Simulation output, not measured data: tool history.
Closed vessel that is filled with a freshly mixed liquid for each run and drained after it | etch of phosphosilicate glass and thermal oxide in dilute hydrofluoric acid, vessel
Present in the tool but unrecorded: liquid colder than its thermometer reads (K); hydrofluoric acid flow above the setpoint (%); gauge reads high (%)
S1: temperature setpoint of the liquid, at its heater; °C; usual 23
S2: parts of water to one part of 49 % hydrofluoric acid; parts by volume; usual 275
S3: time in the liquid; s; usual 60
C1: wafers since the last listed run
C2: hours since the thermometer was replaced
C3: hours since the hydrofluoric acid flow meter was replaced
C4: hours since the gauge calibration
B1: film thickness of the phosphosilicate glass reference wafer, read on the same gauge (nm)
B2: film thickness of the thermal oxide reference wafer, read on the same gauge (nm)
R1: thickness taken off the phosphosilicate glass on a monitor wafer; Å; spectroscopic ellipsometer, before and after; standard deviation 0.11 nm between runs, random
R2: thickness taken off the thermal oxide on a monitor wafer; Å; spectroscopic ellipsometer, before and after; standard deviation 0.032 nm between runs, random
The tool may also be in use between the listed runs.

run	hour	S1	S2	S3	C1	C2	C3	C4	B1	B2	R1	R2
1	0	23	275	60	0	144.6	603.1	390	120.05	139.972	133.8	9.7
2	61.2	23	275	60	6315	205.8	664.3	451.2	119.97	139.996	134.1	9.6
3	128.2	23	275	60	6914	272.8	731.3	518.2	120	139.994	135.3	9.85
4	199.2	23	275	60	7326	343.8	802.3	589.2	119.99	140.014	132.5	9.83
5	258.9	23	275	60	6160	403.5	862	648.9	119.99	140.006	137.1	10.56
6	298.5	23	275	60	4086	443.1	901.6	688.5	120	140.001	134.9	10.36
7	349.8	26.5	355	30	5293	494.4	952.9	739.8	120.03	140.006	56	4.05
8	408.2	23	275	60	6026	552.8	1011.3	798.2	120.01	139.993	137.5	9.91
9	499.4	23	360	85	9411	644	1102.5	889.4	119.99	139.969	141.3	10.43
# hour 511.7: hydrofluoric acid flow meter replaced
10	562	18	275	60	6356	706.6	50.3	952	120	140.021	105.8	7.7
11	614.9	23	275	60	5459	759.5	103.2	1004.9	119.98	139.979	124.8	9.11
12	683.7	23	275	70	7099	828.3	172	1073.7	120.05	139.99	150.3	11.7
13	727.2	23	345	30	4488	871.8	215.5	1117.2	120.03	139.982	47.7	3.55
14	763.2	18.5	140	40	3715	907.8	251.5	1153.2	119.99	140.003	159.8	12.16
15	793.8	23	275	60	3157	938.4	282.1	1183.8	120.02	139.991	128	9.5
16	842.2	23	195	85	4994	986.8	330.5	1232.2	120	140.003	278.2	19.38
# hour 880.2: thermometer replaced
17	902.2	23	275	40	6088	22	390.5	1292.2	120.03	140.018	86.5	6.45
# hour 936.9: gauge calibrated
18	973.1	18.5	220	35	7316	92.9	461.4	36.2	120	140.012	84.7	5.84
19	1035.1	23	275	60	6398	154.9	523.4	98.2	119.98	140.008	129.2	9.18
20	1157.2	18	360	70	12600	277	645.5	220.3	119.98	139.981	92.3	6.56
21	1226.7	19.5	165	30	7172	346.5	715	289.8	120.02	140.003	107.6	8.34
22	1277.2	23	275	60	5211	397	765.5	340.3	119.99	139.997	132.5	10.18

For run 23, what comes out?
23	1307.1	23	275	60	3085	426.9	795.4	370.2	?	?	?	?

B1: 120.01
B2: 140.003
R1: 133.9 Å
R2: 9.85 Å
Were there no unlogged condition in the tool, this run, its random variation unchanged, would have produced R1 122.8 Å, R2 9.03 Å.
